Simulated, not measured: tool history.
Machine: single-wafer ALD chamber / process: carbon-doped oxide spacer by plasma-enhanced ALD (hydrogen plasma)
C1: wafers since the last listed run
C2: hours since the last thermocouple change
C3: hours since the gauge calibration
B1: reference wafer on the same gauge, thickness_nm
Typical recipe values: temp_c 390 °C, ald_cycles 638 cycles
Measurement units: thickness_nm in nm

Run 1, hour 0: usual settings; C1 0; C2 1209.2; C3 917.7; B1 29.457. Result: thickness_nm 32.314 nm.
Run 2, hour 35.3: usual settings; C1 26; C2 1244.5; C3 953; B1 29.465. Result: thickness_nm 32.168 nm.
Run 3, hour 103.3: usual settings; C1 50; C2 1312.5; C3 1021; B1 29.446. Result: thickness_nm 32.299 nm.
Run 4, hour 175: usual settings; C1 53; C2 1384.2; C3 1092.7; B1 29.428. Result: thickness_nm 32.207 nm.
Run 5, hour 220.5: usual settings; C1 33; C2 1429.7; C3 1138.2; B1 29.458. Result: thickness_nm 32.12 nm.
Run 6, hour 263.5: usual settings; C1 32; C2 1472.7; C3 1181.2; B1 29.438. Result: thickness_nm 32.205 nm.
Run 7, hour 327.7: usual settings; C1 47; C2 1536.9; C3 1245.4; B1 29.436. Result: thickness_nm 32.089 nm.
Run 8, hour 358.3: usual settings; C1 22; C2 1567.5; C3 1276; B1 29.47. Result: thickness_nm 32.131 nm.
Run 9, hour 428.9: usual settings; C1 52; C2 1638.1; C3 1346.6; B1 29.435. Result: thickness_nm 32.122 nm.
At hour 473: gauge calibrated.
Run 10, hour 476.1: usual settings but ald_cycles 597 cycles; C1 35; C2 1685.3; C3 3.1; B1 29.895. Result: thickness_nm 30.526 nm.
Run 11, hour 519.7: usual settings; C1 32; C2 1728.9; C3 46.7; B1 29.875. Result: thickness_nm 32.63 nm.
Run 12, hour 554.3: usual settings; C1 25; C2 1763.5; C3 81.3; B1 29.891. Result: thickness_nm 32.664 nm.
Run 13, hour 582.8: usual settings but temp_c 399 °C; C1 21; C2 1792; C3 109.8; B1 29.835. Result: thickness_nm 32.624 nm.
At hour 614.9: thermocouple changed; heater temperature recalibrated.
Run 14, hour 641.5: usual settings but ald_cycles 681 cycles; C1 37; C2 26.6; C3 168.5; B1 29.78. Result: thickness_nm 34.634 nm.
Run 15, hour 683.4: usual settings but ald_cycles 681 cycles; C1 31; C2 68.5; C3 210.4; B1 29.771. Result: thickness_nm 34.622 nm.
Run 16, hour 714.5: usual settings but ald_cycles 574 cycles; C1 23; C2 99.6; C3 241.5; B1 29.74. Result: thickness_nm 29.193 nm.
Run 17, hour 761.9: usual settings but ald_cycles 574 cycles; C1 35; C2 147; C3 288.9; B1 29.745. Result: thickness_nm 29.195 nm.
Run 18, hour 821: usual settings; C1 44; C2 206.1; C3 348; B1 29.718. Result: thickness_nm 32.502 nm.
Run 19, hour 887.1: usual settings but temp_c 383 °C, ald_cycles 702 cycles; C1 49; C2 272.2; C3 414.1; B1 29.706. Result: thickness_nm 35.565 nm.
Run 20, hour 921.7: usual settings; C1 25; C2 306.8; C3 448.7; B1 29.665. Result: thickness_nm 32.508 nm.
Run 21, hour 960.4: usual settings but temp_c 386 °C, ald_cycles 569 cycles; C1 28; C2 345.5; C3 487.4; B1 29.677. Result: thickness_nm 28.979 nm.
Run 22, hour 1007.2: usual settings but ald_cycles 711 cycles; C1 34; C2 392.3; C3 534.2; B1 29.62. Result: thickness_nm 35.961 nm.
Run 23, hour 1049: usual settings but ald_cycles 512 cycles; C1 31; C2 434.1; C3 576; B1 29.633. Result: thickness_nm 25.943 nm.
Run 24, hour 1117.7: usual settings but temp_c 376 °C, ald_cycles 583 cycles; C1 51; C2 502.8; C3 644.7; B1 29.644. Result: thickness_nm 29.514 nm.
Run 25, hour 1162.6: usual settings but temp_c 395 °C, ald_cycles 692 cycles; C1 33; C2 547.7; C3 689.6; B1 29.611. Result: thickness_nm 35.044 nm.
Run 26, hour 1199.4: usual settings but temp_c 385 °C, ald_cycles 692 cycles; C1 27; C2 584.5; C3 726.4; B1 29.587. Result: thickness_nm 35.205 nm.
Run 27, hour 1247: usual settings but temp_c 396 °C, ald_cycles 538 cycles; C1 35; C2 632.1; C3 774; B1 29.58. Result: thickness_nm 27.22 nm.
Run 28, hour 1283.5: usual settings but temp_c 381 °C, ald_cycles 724 cycles; C1 27; C2 668.6; C3 810.5; B1 29.572. Result: thickness_nm 36.697 nm.
Run 29, hour 1323.3: usual settings; C1 29; C2 708.4; C3 850.3; B1 29.577. Result: thickness_nm 32.238 nm.
Run 30, hour 1363.5: usual settings; C1 30; C2 748.6; C3 890.5; B1 29.577. Result: thickness_nm 32.414 nm.
Run 31, hour 1419.9: usual settings but temp_c 399 °C; C1 42; C2 805; C3 946.9; B1 29.557. Result: thickness_nm 32.184 nm.
Run 32, hour 1466.9: usual settings; C1 35; C2 852; C3 993.9; B1 29.57. Result: thickness_nm 32.304 nm.
Run 33, hour 1497.1: usual settings but temp_c 379 °C, ald_cycles 685 cycles; C1 22; C2 882.2; C3 1024.1; B1 29.588. Result: thickness_nm 34.59 nm.
Run 34, hour 1555.2: usual settings; C1 43; C2 940.3; C3 1082.2; B1 29.541. Result: thickness_nm 32.265 nm.

Below are 3 alternative next runs, each starting from the tool's condition after run 34. Predict each:
Run A, hour 1556.6: usual settings; C1 1; C2 941.7; C3 1083.6; B1 ?. Result: thickness_nm ?.
Run B, hour 1556.6: usual settings but temp_c 404 °C; C1 1; C2 941.7; C3 1083.6; B1 ?. Result: thickness_nm ?.
Run C, hour 1556.6: usual settings but temp_c 378 °C, ald_cycles 673 cycles; C1 1; C2 941.7; C3 1083.6; B1 ?. Result: thickness_nm ?.

run      B1  thickness_nm
  A  29.577        32.415
  B  29.577         32.19
  C  29.577        34.194
With the hidden condition removed and each run's random variation left untouched, the same runs would have given:
run  thickness_nm
  A        32.686
  B        32.458
  C        34.479
